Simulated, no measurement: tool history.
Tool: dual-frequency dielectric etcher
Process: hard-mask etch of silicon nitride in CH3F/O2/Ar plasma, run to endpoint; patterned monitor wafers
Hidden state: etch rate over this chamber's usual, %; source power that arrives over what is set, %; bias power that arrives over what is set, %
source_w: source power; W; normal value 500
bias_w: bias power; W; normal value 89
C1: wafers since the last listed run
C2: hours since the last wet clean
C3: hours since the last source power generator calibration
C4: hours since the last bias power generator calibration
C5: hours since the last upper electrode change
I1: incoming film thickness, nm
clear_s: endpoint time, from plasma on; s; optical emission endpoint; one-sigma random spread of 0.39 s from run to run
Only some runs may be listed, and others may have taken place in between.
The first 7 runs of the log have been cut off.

run 8 day=19.296 | source_w=470 bias_w=94 | C1=619 C2=572.1 C3=3909.9 C4=2534.1 C5=3885.3 | I1=49.79 | clear_s=50.8
run 9 day=21.438 | source_w=470 bias_w=94 | C1=455 C2=623.5 C3=3961.3 C4=2585.5 C5=3936.7 | I1=49.46 | clear_s=51.2
-- day=22.929 wet clean of the chamber
run 10 day=22.950 | source_w=470 bias_w=94 | C1=108 C2=0.5 C3=3997.6 C4=2621.8 C5=3973.0 | I1=49.66 | clear_s=53.8
run 11 day=23.908 | source_w=500 bias_w=89 | C1=203 C2=23.5 C3=4020.6 C4=2644.8 C5=3996.0 | I1=49.98 | clear_s=54.2
run 12 day=25.783 | source_w=500 bias_w=89 | C1=398 C2=68.5 C3=4065.6 C4=2689.8 C5=4041.0 | I1=50.43 | clear_s=54.1
run 13 day=28.092 | source_w=500 bias_w=89 | C1=490 C2=123.9 C3=4121.0 C4=2745.2 C5=4096.4 | I1=49.65 | clear_s=52.8
run 14 day=30.100 | source_w=500 bias_w=89 | C1=426 C2=172.1 C3=4169.2 C4=2793.4 C5=4144.6 | I1=49.43 | clear_s=52.9
run 15 day=32.029 | source_w=500 bias_w=77 | C1=410 C2=218.4 C3=4215.5 C4=2839.7 C5=4190.9 | I1=49.60 | clear_s=57.2
-- day=33.438 upper electrode replaced
-- day=33.442 bias power generator calibrated
run 16 day=33.458 | source_w=500 bias_w=77 | C1=91 C2=252.7 C3=4249.8 C4=0.4 C5=0.5 | I1=50.25 | clear_s=57.4
run 17 day=34.521 | source_w=500 bias_w=77 | C1=225 C2=278.2 C3=4275.3 C4=25.9 C5=26.0 | I1=49.97 | clear_s=57.7
run 18 day=36.883 | source_w=460 bias_w=89 | C1=502 C2=334.9 C3=4332.0 C4=82.6 C5=82.7 | I1=49.54 | clear_s=54.7
run 19 day=38.346 | source_w=400 bias_w=83 | C1=310 C2=370.0 C3=4367.1 C4=117.7 C5=117.8 | I1=49.86 | clear_s=63.0
run 20 day=41.000 | source_w=500 bias_w=105 | C1=564 C2=433.7 C3=4430.8 C4=181.4 C5=181.5 | I1=49.70 | clear_s=47.1
run 21 day=43.183 | source_w=440 bias_w=107 | C1=464 C2=486.1 C3=4483.2 C4=233.8 C5=233.9 | I1=49.86 | clear_s=50.5
run 22 day=45.612 | source_w=500 bias_w=89 | C1=516 C2=544.4 C3=4541.5 C4=292.1 C5=292.2 | I1=50.10 | clear_s=52.2
run 23 day=47.171 | source_w=450 bias_w=69 | C1=331 C2=581.8 C3=4578.9 C4=329.5 C5=329.6 | I1=49.83 | clear_s=62.7
-- day=47.500 source power generator calibrated
run 24 day=48.925 | source_w=500 bias_w=77 | C1=337 C2=623.9 C3=34.2 C4=371.6 C5=371.7 | I1=49.34 | clear_s=54.7
-- day=50.454 wet clean of the chamber
run 25 day=51.671 | source_w=430 bias_w=80 | C1=371 C2=29.2 C3=100.1 C4=437.5 C5=437.6 | I1=49.65 | clear_s=62.4
run 26 day=53.467 | source_w=410 bias_w=70 | C1=381 C2=72.3 C3=143.2 C4=480.6 C5=480.7 | I1=49.68 | clear_s=69.4
run 27 day=55.542 | source_w=580 bias_w=71 | C1=441 C2=122.1 C3=193.0 C4=530.4 C5=530.5 | I1=49.19 | clear_s=55.3
run 28 day=58.146 | source_w=600 bias_w=101 | C1=553 C2=184.6 C3=255.5 C4=592.9 C5=593.0 | I1=49.48 | clear_s=44.3
run 29 day=59.617 | source_w=430 bias_w=97 | C1=312 C2=219.9 C3=290.8 C4=628.2 C5=628.3 | I1=49.43 | clear_s=54.3
run 30 day=61.262 | source_w=540 bias_w=105 | C1=349 C2=259.4 C3=330.3 C4=667.7 C5=667.8 | I1=49.59 | clear_s=46.1
run 31 day=62.692 | source_w=540 bias_w=110 | C1=303 C2=293.7 C3=364.6 C4=702.0 C5=702.1 | I1=49.12 | clear_s=44.4
run 32 day=65.033 | source_w=570 bias_w=97 | C1=497 C2=349.9 C3=420.8 C4=758.2 C5=758.3 | I1=50.03 | clear_s=46.5

Branching from run 32: 4 alternative next runs. What would each branch give?
run A day=65.050 | source_w=500 bias_w=89 | C1=3 C2=350.3 C3=421.2 C4=758.6 C5=758.7 | I1=49.84 | clear_s=?
run B day=65.050 | source_w=460 bias_w=105 | C1=3 C2=350.3 C3=421.2 C4=758.6 C5=758.7 | I1=49.84 | clear_s=?
run C day=65.050 | source_w=570 bias_w=104 | C1=3 C2=350.3 C3=421.2 C4=758.6 C5=758.7 | I1=49.84 | clear_s=?
run D day=65.050 | source_w=540 bias_w=107 | C1=3 C2=350.3 C3=421.2 C4=758.6 C5=758.7 | I1=49.84 | clear_s=?

run=A clear_s=51.9
run=B clear_s=49.9
run=C clear_s=44.2
run=D clear_s=44.9
Had the tool no hidden state, the same runs would have come out as:
run=A clear_s=53.3
run=B clear_s=51.1
run=C clear_s=45.3
run=D clear_s=46.0
